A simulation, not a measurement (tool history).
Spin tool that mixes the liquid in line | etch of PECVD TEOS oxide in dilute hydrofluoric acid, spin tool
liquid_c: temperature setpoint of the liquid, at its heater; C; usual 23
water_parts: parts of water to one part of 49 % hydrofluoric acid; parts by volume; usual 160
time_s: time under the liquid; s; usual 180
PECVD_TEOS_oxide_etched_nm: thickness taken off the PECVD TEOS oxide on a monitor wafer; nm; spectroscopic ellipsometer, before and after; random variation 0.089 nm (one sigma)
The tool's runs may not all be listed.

run	hour	liquid_c	water_parts	time_s	wafers since the last listed run	hours since the thermometer was replaced	hours since the hydrofluoric acid flow meter was replaced	hours since the gauge calibration	read-back film thickness of the PECVD TEOS oxide reference wafer, read on the same gauge (nm)	PECVD_TEOS_oxide_etched_nm
1	0	23	160	180	0	1817.2	673.7	480.5	140.02	9.33
2	29.2	23	160	180	234	1846.4	702.9	509.7	140.02	9.38
3	57.7	23	95	180	228	1874.9	731.4	538.2	140	16.92
4	76.4	23	95	180	149	1893.6	750.1	556.9	139.98	16.78
# hour 90.8: hydrofluoric acid flow meter replaced
5	100.9	23	95	180	188	1918.1	10.1	581.4	140	17.57
6	117.1	23	160	180	129	1934.3	26.3	597.6	140.03	9.75
7	153.2	23	160	180	289	1970.4	62.4	633.7	140.01	9.9
8	249.7	23	160	180	774	2066.9	158.9	730.2	139.99	9.7
9	266.4	23	160	180	133	2083.6	175.6	746.9	139.97	9.71
10	284.9	24.5	160	180	148	2102.1	194.1	765.4	139.99	10.36
11	299.6	23	160	180	117	2116.8	208.8	780.1	139.98	9.62
12	315.1	23	185	80	124	2132.3	224.3	795.6	140.01	3.59
13	334.9	20.5	185	230	158	2152.1	244.1	815.4	140.03	9.45
14	348.9	27	100	265	112	2166.1	258.1	829.4	139.99	28.52
15	370.6	18.5	125	100	174	2187.8	279.8	851.1	139.97	5.86
16	400.7	26.5	160	180	241	2217.9	309.9	881.2	139.98	10.9
17	432.6	23	160	180	255	2249.8	341.8	913.1	139.98	9.54
# hour 437.6: gauge calibrated
18	460	23	100	230	219	2277.2	369.2	22.4	140.03	20.99
19	477.7	19.5	100	285	141	2294.9	386.9	40.1	139.99	22.7
20	512.6	23	160	180	279	2329.8	421.8	75	139.99	9.65
21	530.3	23	160	180	141	2347.5	439.5	92.7	140.02	9.43
22	559.3	23	160	180	232	2376.5	468.5	121.7	139.99	9.52
23	582.7	27.5	160	80	187	2399.9	491.9	145.1	139.99	5.04
24	613.6	26.5	160	135	247	2430.8	522.8	176	139.97	8.03
25	649.1	23	135	180	284	2466.3	558.3	211.5	140.03	11.59
# hour 668.9: thermometer replaced
26	705.5	23	105	220	444	36.6	614.7	267.9	140	18.41
27	730.4	27.5	180	245	199	61.5	639.6	292.8	139.97	13.03
28	748.4	23	160	180	144	79.5	657.6	310.8	139.99	9.51
29	772.8	27.5	160	180	195	103.9	682	335.2	139.99	10.96
# hour 835.2: hydrofluoric acid flow meter replaced
30	844.6	25.5	135	250	567	175.7	9.4	407	140.01	18.22
31	873.6	23	200	180	232	204.7	38.4	436	140.01	7.36
32	908.4	25	160	210	279	239.5	73.2	470.8	140.02	12.17
33	940.1	26	125	180	254	271.2	104.9	502.5	139.97	14.5
34	959.6	25.5	160	180	156	290.7	124.4	522	139.99	10.63

Branching from run 34: 3 alternative next runs. What would each branch give?
A	960.1	23	160	180	4	291.2	124.9	522.5	?	?
B	960.1	24.5	215	210	4	291.2	124.9	522.5	?	?
C	960.1	26	160	180	4	291.2	124.9	522.5	?	?

run	read-back film thickness of the PECVD TEOS oxide reference wafer, read on the same gauge (nm)	PECVD_TEOS_oxide_etched_nm
A	140.03	9.5
B	140.03	8.22
C	140.03	10.64
The same runs, with their run-to-run variation unchanged, on a tool lacking any hidden condition would have given:
run	PECVD_TEOS_oxide_etched_nm
A	9.65
B	8.34
C	10.8
